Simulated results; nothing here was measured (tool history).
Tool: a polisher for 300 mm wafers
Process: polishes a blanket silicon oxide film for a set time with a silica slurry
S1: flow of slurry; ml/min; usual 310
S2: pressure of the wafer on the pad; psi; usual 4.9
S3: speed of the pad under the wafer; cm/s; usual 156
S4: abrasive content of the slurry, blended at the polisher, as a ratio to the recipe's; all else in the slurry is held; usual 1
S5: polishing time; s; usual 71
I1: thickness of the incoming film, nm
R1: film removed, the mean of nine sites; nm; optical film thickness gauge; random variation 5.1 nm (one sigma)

Run 1, hour 0: usual settings but S5 61 s; I1 1451.3. Result: R1 356.4 nm.
Run 2, hour 171.1: usual settings but S5 62 s; I1 1449.1. Result: R1 341.8 nm.
Run 3, hour 326.7: usual settings but S5 62 s; I1 1456.5. Result: R1 318.6 nm.
At hour 334.3: worn pad replaced by a new one.
Run 4, hour 350.8: usual settings; I1 1477.3. Result: R1 359.2 nm.
Run 5, hour 395.3: usual settings but S2 6.4 psi; I1 1479.9. Result: R1 427.4 nm.
At hour 420.2: conditioning disc replaced and pad reconditioned.
Run 6, hour 462.5: usual settings but S2 3.9 psi, S3 140 cm/s, S4 1.25; I1 1450.2. Result: R1 302.4 nm.
At hour 472.2: slurry blender recalibrated.
Run 7, hour 528.6: usual settings but S2 3.9 psi; I1 1454.4. Result: R1 347.3 nm.
At hour 532.2: slurry nozzle cleaned.
Run 8, hour 579.1: usual settings; I1 1466.1. Result: R1 404.5 nm.
Run 9, hour 616.1: usual settings; I1 1456.4. Result: R1 411 nm.
Run 10, hour 672.6: usual settings but S4 0.85, S5 62 s; I1 1430.9. Result: R1 332.6 nm.
Run 11, hour 705.9: usual settings but S1 355 ml/min; I1 1467.4. Result: R1 394.6 nm.
Run 12, hour 745.1: usual settings but S1 350 ml/min, S4 1.15, S5 57 s; I1 1463.6. Result: R1 328.2 nm.
Run 13, hour 773.3: usual settings; I1 1451.5. Result: R1 389.1 nm.
At hour 779.8: head pressure recalibrated.
At hour 796.7: worn pad replaced by a new one.
Run 14, hour 813.4: usual settings but S3 132 cm/s; I1 1450.1. Result: R1 339.2 nm.
Run 15, hour 848.7: usual settings but S3 108 cm/s, S5 53 s; I1 1479.7. Result: R1 220.1 nm.
Run 16, hour 918.9: usual settings but S1 355 ml/min, S2 6.1 psi, S4 1.2; I1 1422.2. Result: R1 451.7 nm.
At hour 930.7: conditioning disc replaced and pad reconditioned.
Run 17, hour 978: usual settings; I1 1472.4. Result: R1 374.5 nm.
At hour 1025.3: slurry blender recalibrated.
At hour 1043.2: slurry nozzle cleaned.
Run 18, hour 1047.8: usual settings but S2 3.6 psi, S4 1.1; I1 1454.9. Result: R1 336.6 nm.
Run 19, hour 1097: usual settings; I1 1463.7. Result: R1 421.8 nm.
Run 20, hour 1148.7: usual settings but S1 400 ml/min, S2 3.3 psi, S3 138 cm/s, S4 1.2; I1 1451.6. Result: R1 292.7 nm.
Run 21, hour 1173: usual settings but S1 350 ml/min; I1 1431. Result: R1 414.8 nm.
Run 22, hour 1244.8: usual settings but S1 265 ml/min, S4 1.25; I1 1452.1. Result: R1 416.2 nm.
At hour 1257: worn pad replaced by a new one.
Run 23, hour 1292.9: usual settings but S4 0.8; I1 1446.5. Result: R1 362.6 nm.
Run 24, hour 1324.8: usual settings but S1 265 ml/min, S2 6.4 psi, S3 126 cm/s, S5 82 s; I1 1452.2. Result: R1 475.3 nm.
Run 25, hour 1367.6: usual settings; I1 1440.8. Result: R1 373.6 nm.
Run 26, hour 1397.6: usual settings but S5 82 s; I1 1440.5. Result: R1 427.6 nm.

Some steps in R1 between neighbouring runs. How much of each would the tool show without its hidden state too (settings, what came in, random variation), and how much is left for the hidden state, with any gauge scatter that isn't in both results?
The hidden state here: removal rate lost through wear of the pad, %; slurry flow missing at the pad, %; deviation of the head's pressure from its setpoint, %; abrasive missing from the slurry, %; time polished since the conditioner stopped cutting, s.
Run 5 -> 6: S2 6.4 -> 3.9, S3 156 -> 140, S4 1 -> 1.25, conditioning disc replaced and pad reconditioned. R1 -125 nm: hidden state +61.3, all else -186.3.
Run 15 -> 16: S1 310 -> 355, S2 4.9 -> 6.1, S3 108 -> 156, S4 1 -> 1.2, S5 53 -> 71. R1 +231.6 nm: hidden state -75, all else +306.6.
Run 19 -> 20: S1 310 -> 400, S2 4.9 -> 3.3, S3 156 -> 138, S4 1 -> 1.2. R1 -129.1 nm: hidden state +1.9, all else -131.
